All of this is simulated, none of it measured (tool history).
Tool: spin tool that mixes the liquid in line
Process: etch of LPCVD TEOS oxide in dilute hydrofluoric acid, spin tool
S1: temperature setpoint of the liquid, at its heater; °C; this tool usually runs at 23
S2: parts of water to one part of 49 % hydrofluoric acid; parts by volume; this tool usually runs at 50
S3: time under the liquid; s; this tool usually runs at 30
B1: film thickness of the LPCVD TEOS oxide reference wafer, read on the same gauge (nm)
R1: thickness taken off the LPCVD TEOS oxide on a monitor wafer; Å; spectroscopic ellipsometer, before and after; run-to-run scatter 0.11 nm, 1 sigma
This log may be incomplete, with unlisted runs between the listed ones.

run 1 hour=0 | S1=23 S2=50 S3=30 | B1=120.04 | R1=333.8
run 2 hour=15.6 | S1=23 S2=50 S3=30 | B1=120.01 | R1=333.2
run 3 hour=28.1 | S1=23 S2=50 S3=30 | B1=120 | R1=335.3
-- hour=33.9 gauge calibrated
run 4 hour=35.1 | S1=23 S2=50 S3=30 | B1=119.99 | R1=334.4
run 5 hour=41.5 | S1=23 S2=50 S3=30 | B1=119.97 | R1=334.6
run 6 hour=51.4 | S1=23 S2=50 S3=30 | B1=119.98 | R1=335.8
run 7 hour=62.4 | S1=23 S2=50 S3=30 | B1=120.02 | R1=333.6
run 8 hour=108.1 | S1=23 S2=50 S3=30 | B1=119.96 | R1=335.6
run 9 hour=125.5 | S1=23 S2=50 S3=30 | B1=119.99 | R1=334
run 10 hour=139.3 | S1=23 S2=35 S3=30 | B1=120.02 | R1=489.9
run 11 hour=151.2 | S1=23 S2=40 S3=30 | B1=119.96 | R1=424.1
run 12 hour=159.3 | S1=23 S2=40 S3=30 | B1=119.98 | R1=423.2
run 13 hour=168.9 | S1=23 S2=40 S3=35 | B1=120.02 | R1=496.1
-- hour=180.2 hydrofluoric acid flow meter replaced
run 14 hour=185 | S1=23 S2=40 S3=35 | B1=120.01 | R1=498.8
run 15 hour=196.2 | S1=23 S2=40 S3=35 | B1=119.99 | R1=498
run 16 hour=207.7 | S1=23 S2=35 S3=20 | B1=119.95 | R1=326.3
-- hour=226 thermometer replaced
run 17 hour=226.5 | S1=23 S2=35 S3=20 | B1=120.03 | R1=318.2
run 18 hour=240.5 | S1=23 S2=75 S3=30 | B1=120.01 | R1=212.8
run 19 hour=255.6 | S1=27.5 S2=70 S3=15 | B1=120 | R1=136.5
run 20 hour=262.2 | S1=21 S2=25 S3=30 | B1=120.04 | R1=627.2
run 21 hour=268.6 | S1=19.5 S2=50 S3=30 | B1=120.01 | R1=284.4
run 22 hour=282.8 | S1=23 S2=50 S3=30 | B1=119.99 | R1=329.7
run 23 hour=297.1 | S1=23 S2=50 S3=30 | B1=120 | R1=331.5
run 24 hour=308.6 | S1=21.5 S2=75 S3=45 | B1=120.05 | R1=300.1
run 25 hour=324.7 | S1=24.5 S2=60 S3=20 | B1=120.01 | R1=192.6
run 26 hour=338.5 | S1=23 S2=70 S3=40 | B1=119.99 | R1=306.5
-- hour=341.7 gauge calibrated
run 27 hour=346.3 | S1=23 S2=50 S3=30 | B1=119.97 | R1=331.2
run 28 hour=372.7 | S1=18 S2=70 S3=15 | B1=119.99 | R1=93.6
run 29 hour=382 | S1=23 S2=50 S3=45 | B1=120.01 | R1=497.5
run 30 hour=396.1 | S1=19.5 S2=55 S3=40 | B1=120 | R1=343.7
run 31 hour=410.4 | S1=23 S2=30 S3=30 | B1=119.98 | R1=565.2
run 32 hour=440.7 | S1=23 S2=50 S3=30 | B1=119.98 | R1=332.1
run 33 hour=453.6 | S1=23 S2=65 S3=30 | B1=120 | R1=250.7
run 34 hour=468.6 | S1=23 S2=60 S3=30 | B1=120.01 | R1=272.8

Selected run-to-run steps in R1, each split into two signed amounts: the part the tool would show with no hidden state at all (from settings, incoming material and random variation), and the remainder, which goes to the hidden state together with any gauge scatter not common to the measured and the hidden-state-free results:
Hidden state at play: liquid hotter than its thermometer reads (K); hydrofluoric acid flow below the setpoint (%); gauge reads high (%).
Run 9 -> 10: S2 50 -> 35. R1 +155.9 Å: hidden state +3.1, all else +152.8.
Run 15 -> 16: S2 40 -> 35, S3 35 -> 20. R1 -171.7 Å: hidden state -3.4, all else -168.3.
Run 16 -> 17: thermometer replaced. R1 -8.1 Å: hidden state -6.8, all else -1.3.
Run 19 -> 20: S1 27.5 -> 21, S2 70 -> 25, S3 15 -> 30. R1 +490.7 Å: hidden state +1, all else +489.7.
Run 20 -> 21: S1 21 -> 19.5, S2 25 -> 50. R1 -342.8 Å: hidden state -0.5, all else -342.3.
Run 28 -> 29: S1 18 -> 23, S2 70 -> 50, S3 15 -> 45. R1 +403.9 Å: hidden state +2.5, all else +401.4.
